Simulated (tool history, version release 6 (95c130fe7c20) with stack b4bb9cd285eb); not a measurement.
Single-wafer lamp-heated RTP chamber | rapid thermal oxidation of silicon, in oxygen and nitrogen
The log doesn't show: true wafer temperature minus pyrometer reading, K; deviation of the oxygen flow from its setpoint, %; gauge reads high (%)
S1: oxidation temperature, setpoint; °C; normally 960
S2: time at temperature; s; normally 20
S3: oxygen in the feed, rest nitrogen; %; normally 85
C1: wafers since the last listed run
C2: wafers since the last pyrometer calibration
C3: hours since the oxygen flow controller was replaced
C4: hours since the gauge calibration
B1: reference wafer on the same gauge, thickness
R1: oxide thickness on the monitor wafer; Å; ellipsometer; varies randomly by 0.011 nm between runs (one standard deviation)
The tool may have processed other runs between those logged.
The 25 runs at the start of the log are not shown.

{"run": 26, "hour": 2073.5, "S1": 960, "S2": 13, "S3": 59, "C1": 813, "C2": 6053, "C3": 442.9, "C4": 583.1, "B1": 3.207, "R1": 23.18}
{"hour": 2120.8, "done": "pyrometer window cleaned and pyrometer calibrated"}
{"run": 27, "hour": 2142.0, "S1": 960, "S2": 30, "S3": 98, "C1": 679, "C2": 238, "C3": 511.4, "C4": 651.6, "B1": 3.214, "R1": 32.12}
{"run": 28, "hour": 2185.0, "S1": 973, "S2": 20, "S3": 85, "C1": 482, "C2": 721, "C3": 554.4, "C4": 694.6, "B1": 3.209, "R1": 29.15}
{"run": 29, "hour": 2291.6, "S1": 943, "S2": 25, "S3": 98, "C1": 1197, "C2": 1918, "C3": 661, "C4": 801.2, "B1": 3.21, "R1": 27.67}
{"run": 30, "hour": 2390.8, "S1": 960, "S2": 20, "S3": 98, "C1": 1114, "C2": 3032, "C3": 760.2, "C4": 900.4, "B1": 3.212, "R1": 28.33}
{"run": 31, "hour": 2440.0, "S1": 960, "S2": 20, "S3": 85, "C1": 552, "C2": 3585, "C3": 809.4, "C4": 949.6, "B1": 3.211, "R1": 27.56}
{"run": 32, "hour": 2488.4, "S1": 975, "S2": 13, "S3": 85, "C1": 543, "C2": 4128, "C3": 857.8, "C4": 998, "B1": 3.209, "R1": 26.17}
{"run": 33, "hour": 2554.7, "S1": 960, "S2": 11, "S3": 85, "C1": 744, "C2": 4873, "C3": 924.1, "C4": 1064.3, "B1": 3.212, "R1": 23.58}
{"run": 34, "hour": 2643.1, "S1": 960, "S2": 20, "S3": 64, "C1": 992, "C2": 5866, "C3": 1012.5, "C4": 1152.7, "B1": 3.212, "R1": 25.67}
{"hour": 2714.4, "done": "pyrometer window cleaned and pyrometer calibrated"}
{"run": 35, "hour": 2741.2, "S1": 960, "S2": 20, "S3": 85, "C1": 1012, "C2": 301, "C3": 1110.6, "C4": 1250.8, "B1": 3.212, "R1": 27.31}

Alternative continuations, all from the tool just after run 35; predict every row:
{"run": "A", "hour": 2741.6, "S1": 960, "S2": 20, "S3": 77, "C1": 4, "C2": 305, "C3": 1111, "C4": 1251.2, "B1": "?", "R1": "?"}
{"run": "B", "hour": 2741.6, "S1": 977, "S2": 25, "S3": 85, "C1": 4, "C2": 305, "C3": 1111, "C4": 1251.2, "B1": "?", "R1": "?"}
{"run": "C", "hour": 2741.6, "S1": 977, "S2": 20, "S3": 85, "C1": 4, "C2": 305, "C3": 1111, "C4": 1251.2, "B1": "?", "R1": "?"}
{"run": "D", "hour": 2741.6, "S1": 935, "S2": 12, "S3": 73, "C1": 4, "C2": 305, "C3": 1111, "C4": 1251.2, "B1": "?", "R1": "?"}

run=A B1=3.204 R1=26.6
run=B B1=3.204 R1=32.08
run=C B1=3.204 R1=29.74
run=D B1=3.204 R1=21.49
Had the tool no hidden state, the same runs would have come out as:
run=A R1=26.6
run=B R1=32.08
run=C R1=29.74
run=D R1=21.49

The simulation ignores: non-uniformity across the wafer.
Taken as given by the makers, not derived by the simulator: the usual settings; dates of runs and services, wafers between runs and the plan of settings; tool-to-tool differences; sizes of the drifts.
